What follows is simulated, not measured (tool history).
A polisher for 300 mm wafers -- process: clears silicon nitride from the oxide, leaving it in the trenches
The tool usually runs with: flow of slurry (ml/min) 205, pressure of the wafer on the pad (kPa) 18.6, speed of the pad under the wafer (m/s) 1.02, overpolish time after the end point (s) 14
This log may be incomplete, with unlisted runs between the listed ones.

run   hour  flow of slurry (ml/min)  pressure of the wafer on the pad (kPa)  speed of the pad under the wafer (m/s)  overpolish time after the end point (s)  incoming thickness of the incoming film, nm  time until the end point was called (s)
  1      0                      205                                    18.6                                    1.02                                       14                                         80.8                                     85.7
         2  -- worn pad replaced by a new one
  2   13.6                      230                                    18.6                                    1.02                                       14                                         80.2                                     78.5
  3   39.7                      230                                    18.6                                    1.02                                       14                                         80.4                                     78.5
  4   57.2                      205                                    18.6                                    1.02                                       14                                         80.2                                     77.3
  5   80.3                      205                                    18.6                                    1.02                                       14                                         80.1                                       83
  6  103.2                      205                                    18.6                                    1.02                                       14                                           80                                     86.7
       112  -- worn pad replaced by a new one
  7  136.2                      205                                    18.6                                    1.02                                       16                                         81.8                                     81.2
     155.6  -- slurry nozzle cleaned
  8    166                      205                                    18.6                                    1.02                                       16                                         79.1                                     79.1
  9  182.6                      205                                    18.6                                    1.02                                       10                                         79.9                                     83.1
 10  198.7                      205                                    18.6                                    1.02                                       14                                         79.8                                     84.6
     210.2  -- worn pad replaced by a new one, of another model than before
       211  -- head pressure recalibrated
 11  213.2                      155                                    18.6                                    1.02                                       14                                           80                                     82.4
 12  245.8                      205                                    18.6                                    1.02                                       14                                         80.5                                     80.4
 13  274.2                      205                                    18.6                                    0.68                                       14                                         81.7                                    103.2
 14  307.4                      205                                    18.6                                    0.74                                       14                                         80.4                                    103.7
     335.3  -- worn pad replaced by a new one
 15  358.7                      205                                    13.8                                    1.02                                        7                                         80.9                                      108
 16  374.6                      205                                    22.1                                    1.02                                       17                                         80.3                                     67.9
 17  403.1                      205                                    18.6                                    1.14                                       14                                         79.5                                     75.5
     406.9  -- slurry nozzle cleaned
 18  432.9                      270                                    21.4                                     0.8                                       14                                           79                                       82
 19  448.1                      205                                    18.6                                    1.02                                       14                                         79.8                                       89
     456.5  -- worn pad replaced by a new one
 20  463.5                      270                                    20.7                                     0.8                                        6                                         79.6                                       79
 21  475.8                      205                                    18.6                                    1.02                                       17                                         79.8                                     78.7
 22  489.8                      205                                    18.6                                    1.02                                       14                                         79.4                                     77.6
 23  519.5                      205                                    18.6                                    1.02                                       14                                         79.9                                     79.9
 24  553.3                      205                                    18.6                                     1.3                                       14                                         80.1                                     77.7

Forecast each of these 4 alternatives for the next run:
  A  553.7                      205                                    18.6                                    1.02                                       14                                         79.9                                        ?
  B  553.7                      170                                    18.6                                    1.24                                       11                                         79.9                                        ?
  C  553.7                      270                                    23.4                                    0.68                                        6                                         79.9                                        ?
  D  553.7                      205                                    18.6                                    1.24                                       14                                         79.9                                        ?

run  time until the end point was called (s)
  A                                     85.1
  B                                     77.7
  C                                     80.7
  D                                       76
Had the tool no hidden state, the same runs would have come out as:
run  time until the end point was called (s)
  A                                     77.1
  B                                     70.3
  C                                     73.1
  D                                     68.8
